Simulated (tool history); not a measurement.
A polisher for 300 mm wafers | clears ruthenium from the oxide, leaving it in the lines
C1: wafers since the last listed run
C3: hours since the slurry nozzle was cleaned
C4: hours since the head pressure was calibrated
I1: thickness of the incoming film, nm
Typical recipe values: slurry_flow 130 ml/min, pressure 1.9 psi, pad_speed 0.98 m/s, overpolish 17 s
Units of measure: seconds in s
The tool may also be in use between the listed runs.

Run 1, hour 0.0: usual settings; C1 0; wafers polished on this pad 567; C3 380.4; C4 444.1; I1 150.9. Result: seconds 195.7 s.
At hour 3.9: worn pad replaced by a new one.
Run 2, hour 19.7: usual settings; C1 96; wafers polished on this pad 96; C3 400.1; C4 463.8; I1 148.1. Result: seconds 168.6 s.
Run 3, hour 38.9: usual settings; C1 117; wafers polished on this pad 213; C3 419.3; C4 483.0; I1 147.6. Result: seconds 178.6 s.
Run 4, hour 73.2: usual settings; C1 209; wafers polished on this pad 422; C3 453.6; C4 517.3; I1 151.1. Result: seconds 192.3 s.
At hour 99.1: worn pad replaced by a new one.
Run 5, hour 99.6: usual settings; C1 136; wafers polished on this pad 2; C3 480.0; C4 543.7; I1 149.5. Result: seconds 167.1 s.
Run 6, hour 113.8: usual settings; C1 86; wafers polished on this pad 89; C3 494.2; C4 557.9; I1 149.4. Result: seconds 172.5 s.
Run 7, hour 147.4: usual settings; C1 204; wafers polished on this pad 294; C3 527.8; C4 591.5; I1 149.5. Result: seconds 175.1 s.
Run 8, hour 183.0: usual settings; C1 217; wafers polished on this pad 511; C3 563.4; C4 627.1; I1 149.0. Result: seconds 186.1 s.
At hour 200.4: worn pad replaced by a new one.
Run 9, hour 204.2: usual settings but slurry_flow 140 ml/min; C1 104; wafers polished on this pad 22; C3 584.6; C4 648.3; I1 150.7. Result: seconds 162.2 s.
Run 10, hour 231.4: usual settings but slurry_flow 140 ml/min; C1 165; wafers polished on this pad 188; C3 611.8; C4 675.5; I1 153.1. Result: seconds 173.2 s.
Run 11, hour 261.8: usual settings but slurry_flow 140 ml/min; C1 185; wafers polished on this pad 374; C3 642.2; C4 705.9; I1 148.5. Result: seconds 172.7 s.
Run 12, hour 279.7: usual settings but overpolish 10 s; C1 109; wafers polished on this pad 483; C3 660.1; C4 723.8; I1 152.5. Result: seconds 186.2 s.
Run 13, hour 293.3: usual settings but pressure 2.2 psi; C1 82; wafers polished on this pad 566; C3 673.7; C4 737.4; I1 150.1. Result: seconds 166.8 s.
At hour 305.9: slurry nozzle cleaned.
At hour 321.9: worn pad replaced by a new one.
Run 14, hour 322.4: usual settings but pressure 2.2 psi, overpolish 7 s; C1 146; wafers polished on this pad 2; C3 16.5; C4 766.5; I1 148.1. Result: seconds 150.1 s.
Run 15, hour 357.3: usual settings but overpolish 11 s; C1 212; wafers polished on this pad 215; C3 51.4; C4 801.4; I1 149.4. Result: seconds 167.7 s.
Run 16, hour 373.3: usual settings; C1 97; wafers polished on this pad 313; C3 67.4; C4 817.4; I1 149.2. Result: seconds 174.0 s.
At hour 397.3: head pressure recalibrated.
Run 17, hour 397.8: usual settings but slurry_flow 105 ml/min; C1 137; wafers polished on this pad 450; C3 91.9; C4 0.5; I1 150.3. Result: seconds 198.4 s.
Run 18, hour 415.3: usual settings but slurry_flow 85 ml/min, pressure 1.4 psi, overpolish 20 s; C1 106; wafers polished on this pad 557; C3 109.4; C4 18.0; I1 148.4. Result: seconds 255.4 s.
At hour 426.3: worn pad replaced by a new one.
Run 19, hour 450.0: usual settings but overpolish 11 s; C1 187; wafers polished on this pad 144; C3 144.1; C4 52.7; I1 153.1. Result: seconds 174.1 s.
Run 20, hour 483.3: usual settings but slurry_flow 160 ml/min, pressure 2.3 psi, pad_speed 1.12 m/s, overpolish 26 s; C1 203; wafers polished on this pad 347; C3 177.4; C4 86.0; I1 150.4. Result: seconds 133.1 s.
Run 21, hour 501.3: usual settings but slurry_flow 160 ml/min, overpolish 11 s; C1 109; wafers polished on this pad 457; C3 195.4; C4 104.0; I1 146.8. Result: seconds 168.5 s.
Run 22, hour 523.7: usual settings but slurry_flow 165 ml/min, pressure 1.2 psi, overpolish 22 s; C1 136; wafers polished on this pad 593; C3 217.8; C4 126.4; I1 150.7. Result: seconds 238.9 s.
At hour 544.7: worn pad replaced by a new one.
Run 23, hour 545.2: usual settings but overpolish 9 s; C1 106; wafers polished on this pad 2; C3 239.3; C4 147.9; I1 148.9. Result: seconds 165.2 s.

For each run, the measured value with the value that run would have given without the tool's hidden condition subtracted. The run-to-run variation is shared by both, the gauge scatter possibly not:
What the log doesn't record here: removal rate lost through wear of the pad, %; slurry flow missing at the pad, %; deviation of the head's pressure from its setpoint, %.
run  seconds
  1    +23.9
  2     +7.0
  3    +11.2
  4    +19.3
  5     +4.0
  6     +6.7
  7    +13.3
  8    +21.6
  9     +0.7
 10     +6.0
 11    +11.8
 12    +16.4
 13    +17.2
 14     +0.9
 15     +7.5
 16    +10.8
 17    +17.6
 18    +27.7
 19     +7.4
 20    +10.5
 21    +16.7
 22    +29.5
 23     +1.1
